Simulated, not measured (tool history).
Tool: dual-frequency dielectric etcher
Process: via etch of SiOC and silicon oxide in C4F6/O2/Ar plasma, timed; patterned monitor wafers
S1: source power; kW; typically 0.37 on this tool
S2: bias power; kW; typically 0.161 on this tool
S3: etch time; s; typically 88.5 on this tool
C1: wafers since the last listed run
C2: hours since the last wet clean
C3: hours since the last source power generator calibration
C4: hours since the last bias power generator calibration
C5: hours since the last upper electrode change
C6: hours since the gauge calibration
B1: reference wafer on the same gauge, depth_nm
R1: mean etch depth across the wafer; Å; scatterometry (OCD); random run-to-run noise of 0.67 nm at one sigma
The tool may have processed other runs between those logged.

{"run": 1, "hour": 0.0, "S1": 0.37, "S2": 0.161, "S3": 88.5, "C1": 0, "C2": 322.2, "C3": 3538.8, "C4": 1690.7, "C5": 1803.7, "C6": 128.6, "B1": 118, "R1": 1087}
{"run": 2, "hour": 7.8, "S1": 0.37, "S2": 0.161, "S3": 88.5, "C1": 102, "C2": 330, "C3": 3546.6, "C4": 1698.5, "C5": 1811.5, "C6": 136.4, "B1": 117.4, "R1": 1092}
{"run": 3, "hour": 14.8, "S1": 0.37, "S2": 0.161, "S3": 88.5, "C1": 91, "C2": 337, "C3": 3553.6, "C4": 1705.5, "C5": 1818.5, "C6": 143.4, "B1": 117.8, "R1": 1086}
{"run": 4, "hour": 27.7, "S1": 0.32, "S2": 0.161, "S3": 88.5, "C1": 169, "C2": 349.9, "C3": 3566.5, "C4": 1718.4, "C5": 1831.4, "C6": 156.3, "B1": 117.7, "R1": 1039}
{"run": 5, "hour": 34.9, "S1": 0.37, "S2": 0.161, "S3": 88.5, "C1": 94, "C2": 357.1, "C3": 3573.7, "C4": 1725.6, "C5": 1838.6, "C6": 163.5, "B1": 118.1, "R1": 1099}
{"run": 6, "hour": 44.9, "S1": 0.37, "S2": 0.137, "S3": 72, "C1": 131, "C2": 367.1, "C3": 3583.7, "C4": 1735.6, "C5": 1848.6, "C6": 173.5, "B1": 118, "R1": 804}
{"run": 7, "hour": 53.7, "S1": 0.37, "S2": 0.137, "S3": 72, "C1": 115, "C2": 375.9, "C3": 3592.5, "C4": 1744.4, "C5": 1857.4, "C6": 182.3, "B1": 117.9, "R1": 816}
{"run": 8, "hour": 65.5, "S1": 0.35, "S2": 0.161, "S3": 88.5, "C1": 154, "C2": 387.7, "C3": 3604.3, "C4": 1756.2, "C5": 1869.2, "C6": 194.1, "B1": 118.2, "R1": 1079}
{"run": 9, "hour": 79.2, "S1": 0.37, "S2": 0.161, "S3": 88.5, "C1": 179, "C2": 401.4, "C3": 3618, "C4": 1769.9, "C5": 1882.9, "C6": 207.8, "B1": 118, "R1": 1098}
{"run": 10, "hour": 93.0, "S1": 0.37, "S2": 0.145, "S3": 88.5, "C1": 181, "C2": 415.2, "C3": 3631.8, "C4": 1783.7, "C5": 1896.7, "C6": 221.6, "B1": 117.9, "R1": 1045}
{"run": 11, "hour": 105.6, "S1": 0.37, "S2": 0.145, "S3": 88.5, "C1": 165, "C2": 427.8, "C3": 3644.4, "C4": 1796.3, "C5": 1909.3, "C6": 234.2, "B1": 118.2, "R1": 1042}
{"run": 12, "hour": 113.3, "S1": 0.37, "S2": 0.145, "S3": 88.5, "C1": 101, "C2": 435.5, "C3": 3652.1, "C4": 1804, "C5": 1917, "C6": 241.9, "B1": 118, "R1": 1055}
{"hour": 114.0, "done": "gauge calibrated"}
{"run": 13, "hour": 123.9, "S1": 0.31, "S2": 0.161, "S3": 105.5, "C1": 139, "C2": 446.1, "C3": 3662.7, "C4": 1814.6, "C5": 1927.6, "C6": 9.9, "B1": 118, "R1": 1254}
{"run": 14, "hour": 136.2, "S1": 0.31, "S2": 0.161, "S3": 105.5, "C1": 161, "C2": 458.4, "C3": 3675, "C4": 1826.9, "C5": 1939.9, "C6": 22.2, "B1": 117.8, "R1": 1234}
{"hour": 144.6, "done": "bias power generator calibrated"}
{"run": 15, "hour": 154.7, "S1": 0.37, "S2": 0.161, "S3": 100, "C1": 190, "C2": 476.9, "C3": 3693.5, "C4": 10.1, "C5": 1958.4, "C6": 40.7, "B1": 118.1, "R1": 1246}
{"run": 16, "hour": 161.3, "S1": 0.31, "S2": 0.161, "S3": 104.5, "C1": 86, "C2": 483.5, "C3": 3700.1, "C4": 16.7, "C5": 1965, "C6": 47.3, "B1": 118, "R1": 1265}
{"hour": 177.3, "done": "source power generator calibrated"}
{"run": 17, "hour": 177.8, "S1": 0.42, "S2": 0.161, "S3": 66, "C1": 164, "C2": 500, "C3": 0.5, "C4": 33.2, "C5": 1981.5, "C6": 63.8, "B1": 118.1, "R1": 864}
{"hour": 206.7, "done": "upper electrode replaced"}
{"hour": 213.8, "done": "wet clean of the chamber"}
{"run": 18, "hour": 214.3, "S1": 0.37, "S2": 0.161, "S3": 88.5, "C1": 70, "C2": 0.5, "C3": 37, "C4": 69.7, "C5": 7.6, "C6": 100.3, "B1": 118.3, "R1": 1046}
{"run": 19, "hour": 214.7, "S1": 0.37, "S2": 0.19, "S3": 75, "C1": 5, "C2": 0.9, "C3": 37.4, "C4": 70.1, "C5": 8, "C6": 100.7, "B1": 118, "R1": 962}
{"run": 20, "hour": 222.5, "S1": 0.37, "S2": 0.145, "S3": 81, "C1": 102, "C2": 8.7, "C3": 45.2, "C4": 77.9, "C5": 15.8, "C6": 108.5, "B1": 117.7, "R1": 897}
{"run": 21, "hour": 236.0, "S1": 0.3, "S2": 0.161, "S3": 88.5, "C1": 177, "C2": 22.2, "C3": 58.7, "C4": 91.4, "C5": 29.3, "C6": 122, "B1": 118.2, "R1": 1003}
{"run": 22, "hour": 245.3, "S1": 0.37, "S2": 0.145, "S3": 88.5, "C1": 122, "C2": 31.5, "C3": 68, "C4": 100.7, "C5": 38.6, "C6": 131.3, "B1": 117.9, "R1": 989}

What does the tool deliver on the next run?
{"run": 23, "hour": 259.6, "S1": 0.37, "S2": 0.161, "S3": 88.5, "C1": 187, "C2": 45.8, "C3": 82.3, "C4": 115, "C5": 52.9, "C6": 145.6, "B1": "?", "R1": "?"}

B1: 118
R1: 1045 Å
Without the tool's hidden state the same run would have given R1 1043 Å.
